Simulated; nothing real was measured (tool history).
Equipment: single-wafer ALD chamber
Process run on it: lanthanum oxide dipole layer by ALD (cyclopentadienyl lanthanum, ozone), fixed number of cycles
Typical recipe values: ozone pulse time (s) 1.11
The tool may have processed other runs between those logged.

run    hour  ozone pulse time (s)  read-back reference wafer on the same gauge, thickness_nm  mean film thickness on the monitor wafer (angstrom)
  1     0.0                  1.11                                                      0.462                                                 4.79
  2   280.6                  1.11                                                      0.462                                                 4.74
  3   354.7                  1.27                                                      0.462                                                 4.92
  4   462.4                  1.27                                                      0.462                                                 4.90
  5   500.1                  1.27                                                      0.462                                                 4.95
  6   566.9                  1.11                                                      0.462                                                 4.69
  7   667.6                  1.11                                                      0.462                                                 4.65
  8   757.8                  1.11                                                      0.462                                                 4.67
  9   845.2                  1.11                                                      0.462                                                 4.62
      879.5  -- thermocouple changed; heater temperature recalibrated
 10   917.4                  1.39                                                      0.462                                                 4.97
      926.5  -- ozone generator serviced
 11  1019.9                  1.39                                                      0.462                                                 4.89
 12  1056.8                  1.39                                                      0.462                                                 4.88
 13  1129.3                  1.11                                                      0.462                                                 4.50
 14  1206.2                  1.11                                                      0.462                                                 4.49
 15  1303.5                  0.83                                                      0.462                                                 3.81
 16  1374.0                  0.83                                                      0.462                                                 3.80
     1409.3  -- ozone generator serviced, repeated, since the last time left the tool worse
 17  1474.4                  1.11                                                      0.462                                                 4.81
 18  1515.4                  0.87                                                      0.462                                                 4.37
 19  1589.1                  1.39                                                      0.462                                                 5.12
     1611.7  -- showerhead replaced
 20  1674.5                  0.93                                                      0.462                                                 4.49
 21  1764.4                  1.35                                                      0.461                                                 5.05
 22  1857.1                  1.53                                                      0.462                                                 5.19
     1895.7  -- thermocouple changed; heater temperature recalibrated
 23  1916.9                  0.70                                                      0.462                                                 3.81
 24  2005.8                  1.11                                                      0.462                                                 4.80
     2043.9  -- gauge calibrated
 25  2110.7                  1.11                                                      0.462                                                 4.81
 26  2162.2                  0.91                                                      0.462                                                 4.45
 27  2200.7                  1.34                                                      0.462                                                 5.06
 28  2303.5                  1.36                                                      0.461                                                 5.04
 29  2388.7                  0.78                                                      0.462                                                 4.01
 30  2452.2                  1.40                                                      0.462                                                 5.08
 31  2543.3                  1.11                                                      0.462                                                 4.74
 32  2632.8                  1.32                                                      0.462                                                 4.99
 33  2700.0                  1.11                                                      0.462                                                 4.74

4 ways to go on from here, each from the tool as it stands after run 33. What would each give?
  A  2700.4                  0.69                                                          ?                                                    ?
  B  2700.4                  1.31                                                          ?                                                    ?
  C  2700.4                  1.48                                                          ?                                                    ?
  D  2700.4                  1.33                                                          ?                                                    ?

run  read-back reference wafer on the same gauge, thickness_nm  mean film thickness on the monitor wafer (angstrom)
  A                                                      0.462                                                 3.66
  B                                                      0.462                                                 4.99
  C                                                      0.462                                                 5.13
  D                                                      0.462                                                 5.01
Stripped of hidden state, with their random variation kept, the same runs would have yielded:
run  mean film thickness on the monitor wafer (angstrom)
  A                                                 3.80
  B                                                 5.07
  C                                                 5.19
  D                                                 5.08
